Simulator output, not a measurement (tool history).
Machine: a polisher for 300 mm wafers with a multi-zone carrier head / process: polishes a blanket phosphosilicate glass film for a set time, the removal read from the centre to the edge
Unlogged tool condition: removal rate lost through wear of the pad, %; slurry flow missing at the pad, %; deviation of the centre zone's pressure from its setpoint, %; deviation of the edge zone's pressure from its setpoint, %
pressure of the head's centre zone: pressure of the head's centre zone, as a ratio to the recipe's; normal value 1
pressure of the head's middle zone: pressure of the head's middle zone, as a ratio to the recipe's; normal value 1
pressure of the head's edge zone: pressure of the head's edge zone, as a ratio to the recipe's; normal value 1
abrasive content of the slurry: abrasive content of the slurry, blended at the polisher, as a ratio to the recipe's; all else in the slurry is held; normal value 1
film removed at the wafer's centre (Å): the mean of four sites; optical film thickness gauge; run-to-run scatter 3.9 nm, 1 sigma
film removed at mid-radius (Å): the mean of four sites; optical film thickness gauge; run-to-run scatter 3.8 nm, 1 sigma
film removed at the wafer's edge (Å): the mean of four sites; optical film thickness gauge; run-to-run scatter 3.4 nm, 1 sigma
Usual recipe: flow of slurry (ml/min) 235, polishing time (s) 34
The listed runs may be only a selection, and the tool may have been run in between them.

run,hour,flow of slurry (ml/min),pressure of the head's centre zone,pressure of the head's middle zone,pressure of the head's edge zone,abrasive content of the slurry,polishing time (s),wafers since the last listed run,wafers polished on this pad,hours since the slurry nozzle was cleaned,hours since the centre zone pressure was calibrated,hours since the edge zone pressure was calibrated,hours since the carrier head's membrane was replaced,"incoming thickness of the incoming film, nm",film removed at the wafer's centre (Å),film removed at mid-radius (Å),film removed at the wafer's edge (Å)
1,0,210,1,1,1,1,34,0,410,485.6,386.3,29.5,905.8,3967.3,2555,2555,2676
2,98.4,235,1,1,1,1,34,1302,1713,584,484.7,127.9,1004.2,4063.9,2626,2554,2717
# hour 173.5: slurry nozzle cleaned
3,205.8,235,1,0.91,1,1,34,1408,3121,32.3,592.1,235.3,1111.6,4023.6,2706,2488,2863
4,298.1,235,1.05,1,1,1.2,29,1221,4342,124.6,684.4,327.6,1203.9,4054.6,2608,2514,2588
5,377.1,260,1,1,1,1,34,1045,5388,203.6,763.4,406.6,1282.9,4040.9,2743,2662,2778
6,420.5,235,1,1,1,1,34,574,5962,247,806.8,450,1326.3,4078.3,2650,2644,2760
7,456.7,235,1,1,1,1,34,479,6441,283.2,843,486.2,1362.5,4002.3,2603,2645,2700
8,536.6,235,1,1,1,1.15,28,1057,7499,363.1,922.9,566.1,1442.4,4015.4,2283,2270,2362
# hour 562.2: carrier head's membrane replaced by a new one, of another model than before
# hour 614.2: worn pad replaced by a new one
9,627.5,235,0.94,1,0.95,0.9,45,1083,175,454,1013.8,657,65.3,4083.7,3076,3282,3342
# hour 631.8: edge zone pressure recalibrated
10,704.8,260,1,1.06,1,1,45,996,1172,531.3,1091.1,73,142.6,4063.3,3529,3782,3613
# hour 754.1: slurry nozzle cleaned
11,813.1,160,1,1.07,1,1,34,1420,2592,59,1199.4,181.3,250.9,4023.7,2584,2850,2690
12,861.9,235,0.94,1,1.11,1.1,39,645,3238,107.8,1248.2,230.1,299.7,4104.4,2993,3306,3629
# hour 864.7: centre zone pressure recalibrated
13,908.7,275,1,1.07,1,1,34,592,3830,154.6,44,276.9,346.5,3988.5,2798,3073,2828
14,999.2,235,0.96,1,1,1,34,1197,5028,245.1,134.5,367.4,437,4084.5,2543,2648,2803
15,1088.6,235,1,1,1,1,34,1183,6211,334.5,223.9,456.8,526.4,4043.5,2673,2648,2747
16,1138,195,0.95,1.09,1,1,41,653,6865,383.9,273.3,506.2,575.8,3999.2,2949,3465,3262
17,1215.8,290,0.89,1.04,1,1,25,1029,7895,461.7,351.1,584,653.6,4078,1750,2092,2059
# hour 1256.3: edge zone pressure recalibrated
18,1262.9,280,1,1,1,1,34,596,8492,508.8,398.2,6.6,700.7,4000.7,2703,2746,2768
# hour 1296.3: worn pad replaced by a new one
19,1349.1,235,0.91,1,0.95,1,34,1087,699,595,484.4,92.8,786.9,3996.1,2304,2530,2657
# hour 1358.1: slurry nozzle cleaned
20,1396.2,235,1.07,1,1.1,1,34,610,1309,38.1,531.5,139.9,834,4008.8,3055,2793,2987
21,1503.2,235,1,1,1,1,34,1416,2725,145.1,638.5,246.9,941,4109.5,2704,2694,2761

How the hidden state differs across the entries between the runs, from the last listed run before each to the first after it:
Run 2 -> run 3: slurry nozzle cleaned (hour 173.5)
  slurry flow missing at the pad, %: 39.2 -> 10.7
  difference, measured minus the result without the unlogged condition, film removed at the wafer's centre (Å): -199 -> -39; film removed at mid-radius (Å): -172 -> -33; film removed at the wafer's edge (Å): -134 -> -28
Run 8 -> run 9: carrier head's membrane replaced by a new one, of another model than before (hour 562.2); worn pad replaced by a new one (hour 614.2)
  slurry flow missing at the pad, %: 37 -> 39.4
  difference, measured minus the result without the unlogged condition, film removed at the wafer's centre (Å): -158 -> -235; film removed at mid-radius (Å): -140 -> -223; film removed at the wafer's edge (Å): -106 -> -166
Run 9 -> run 10: edge zone pressure recalibrated (hour 631.8)
  slurry flow missing at the pad, %: 39.4 -> 40.8
  difference, measured minus the result without the unlogged condition, film removed at the wafer's centre (Å): -235 -> -261; film removed at mid-radius (Å): -223 -> -249; film removed at the wafer's edge (Å): -166 -> -176
Run 10 -> run 11: slurry nozzle cleaned (hour 754.1)
  slurry flow missing at the pad, %: 40.8 -> 10.1
  difference, measured minus the result without the unlogged condition, film removed at the wafer's centre (Å): -261 -> -49; film removed at mid-radius (Å): -249 -> -48; film removed at the wafer's edge (Å): -176 -> -33
Run 12 -> run 13: centre zone pressure recalibrated (hour 864.7)
  slurry flow missing at the pad, %: 16.1 -> 20.7
  difference, measured minus the result without the unlogged condition, film removed at the wafer's centre (Å): -69 -> -76; film removed at mid-radius (Å): -69 -> -75; film removed at the wafer's edge (Å): -57 -> -52
Run 17 -> run 18: edge zone pressure recalibrated (hour 1256.3)
  slurry flow missing at the pad, %: 35.1 -> 35.9
  difference, measured minus the result without the unlogged condition, film removed at the wafer's centre (Å): -92 -> -152; film removed at mid-radius (Å): -99 -> -139; film removed at the wafer's edge (Å): -73 -> -105
Run 18 -> run 19: worn pad replaced by a new one (hour 1296.3)
  slurry flow missing at the pad, %: 35.9 -> 37.1
  difference, measured minus the result without the unlogged condition, film removed at the wafer's centre (Å): -152 -> -161; film removed at mid-radius (Å): -139 -> -157; film removed at the wafer's edge (Å): -105 -> -121
Run 19 -> run 20: slurry nozzle cleaned (hour 1358.1)
  slurry flow missing at the pad, %: 37.1 -> 7.01
  difference, measured minus the result without the unlogged condition, film removed at the wafer's centre (Å): -161 -> -28; film removed at mid-radius (Å): -157 -> -23; film removed at the wafer's edge (Å): -121 -> -19
